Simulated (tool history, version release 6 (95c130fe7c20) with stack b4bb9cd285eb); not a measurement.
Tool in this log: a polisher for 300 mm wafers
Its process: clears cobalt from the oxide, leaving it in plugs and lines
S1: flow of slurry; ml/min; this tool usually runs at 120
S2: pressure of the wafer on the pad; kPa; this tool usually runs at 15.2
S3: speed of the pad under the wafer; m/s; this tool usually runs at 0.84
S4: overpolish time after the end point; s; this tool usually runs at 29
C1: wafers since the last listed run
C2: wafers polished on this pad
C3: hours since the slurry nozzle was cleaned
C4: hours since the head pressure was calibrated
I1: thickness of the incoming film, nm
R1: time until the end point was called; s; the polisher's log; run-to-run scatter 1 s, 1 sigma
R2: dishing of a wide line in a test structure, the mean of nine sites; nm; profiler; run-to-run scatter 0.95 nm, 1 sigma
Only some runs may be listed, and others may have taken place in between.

run	hour	S1	S2	S3	S4	C1	C2	C3	C4	I1	R1	R2
1	0.0	120	13.1	0.84	33	0	1202	421.2	222.4	263.7	68.6	57.5
2	13.3	120	15.2	0.84	29	142	1345	434.5	235.7	262.7	64.7	55.0
3	46.0	150	15.2	0.84	29	351	1696	467.2	268.4	260.6	61.1	55.4
# hour 54.5: slurry nozzle cleaned
# hour 101.5: worn pad replaced by a new one
4	122.8	140	15.2	0.84	29	770	228	68.3	345.2	256.9	59.7	56.1
5	156.4	120	15.2	0.84	29	360	589	101.9	378.8	262.0	62.5	53.3
6	177.9	120	15.2	0.84	29	230	819	123.4	400.3	258.0	63.0	53.9
7	193.0	120	15.2	0.84	29	162	981	138.5	415.4	255.9	62.6	55.1
8	227.1	120	15.2	0.84	29	366	1347	172.6	449.5	256.4	61.4	54.6
9	239.5	120	15.2	0.84	29	133	1481	185.0	461.9	259.7	64.1	54.4
10	266.1	105	15.2	0.98	29	285	1766	211.6	488.5	255.6	60.6	55.3
11	290.2	105	15.2	0.98	29	258	2025	235.7	512.6	255.8	60.3	54.0
# hour 308.6: worn pad replaced by a new one
12	318.1	105	15.2	0.98	29	256	102	263.6	540.5	257.6	64.1	53.6
13	334.8	120	15.2	0.84	29	179	281	280.3	557.2	256.1	67.9	50.9
14	362.6	120	15.2	0.84	29	298	580	308.1	585.0	260.8	70.2	51.9
15	375.7	120	15.2	0.84	29	140	720	321.2	598.1	260.6	72.3	52.6
# hour 395.4: head pressure recalibrated
16	423.5	120	15.2	0.84	16	491	1212	369.0	28.1	258.6	71.9	37.8
17	454.1	120	15.2	0.84	16	328	1540	399.6	58.7	259.0	73.7	36.9
# hour 496.5: worn pad replaced by a new one, repeated, since the last time left the tool worse
18	503.1	140	10.3	0.84	29	483	70	448.6	107.7	259.9	74.7	50.3
19	518.9	120	15.2	0.84	29	169	240	464.4	123.5	256.0	62.4	55.3
20	532.8	90	13.1	0.84	39	149	389	478.3	137.4	255.2	72.2	57.3
21	567.7	90	13.1	0.84	39	374	764	513.2	172.3	262.2	75.7	58.5
# hour 589.3: slurry nozzle cleaned
22	598.0	120	15.2	0.84	29	314	1078	8.7	202.6	258.1	63.0	54.2
23	615.1	140	18.6	0.72	29	183	1262	25.8	219.7	260.5	61.9	55.9
24	650.5	120	15.2	0.84	29	379	1642	61.2	255.1	256.2	65.3	52.7
25	680.2	110	17.9	1.06	22	318	1960	90.9	284.8	260.4	53.1	53.1
26	703.9	120	10.3	0.92	24	254	2215	114.6	308.5	262.9	79.0	47.0
# hour 711.0: worn pad replaced by a new one
27	737.1	120	15.2	0.84	29	313	279	147.8	341.7	258.5	62.4	57.1
28	753.0	120	20.0	0.58	24	170	450	163.7	357.6	255.8	66.5	48.9
29	775.6	120	18.6	0.84	29	242	692	186.3	380.2	260.2	55.0	56.8
30	802.4	120	17.2	0.84	29	287	980	213.1	407.0	263.3	60.1	56.8
31	834.0	120	15.2	0.84	29	339	1319	244.7	438.6	255.4	61.3	54.0
32	864.3	95	15.2	0.92	36	325	1645	275.0	468.9	259.2	64.3	59.8
# hour 871.9: worn pad replaced by a new one
33	899.3	120	13.1	0.84	29	332	293	310.0	503.9	258.6	67.2	52.6
34	932.2	120	15.2	0.84	29	353	647	342.9	536.8	263.7	62.5	56.1
# hour 937.6: head pressure recalibrated
35	945.3	110	15.2	0.84	29	119	766	356.0	7.7	259.7	65.1	54.9

Consider 3 possible next runs. They are alternatives, not a sequence: every one starts from the tool as it was left by run 35. What does each give?
A	945.7	120	13.8	0.84	29	4	770	356.4	8.1	259.8	?	?
B	945.7	105	17.9	0.66	25	4	770	356.4	8.1	259.8	?	?
C	945.7	120	11.7	0.84	29	4	770	356.4	8.1	259.8	?	?

run	R1	R2
A	67.4	53.2
B	70.0	48.9
C	73.7	51.2
What these runs would have given with no unlogged condition in the tool:
run	R1	R2
A	66.8	53.4
B	69.5	49.1
C	73.1	51.4
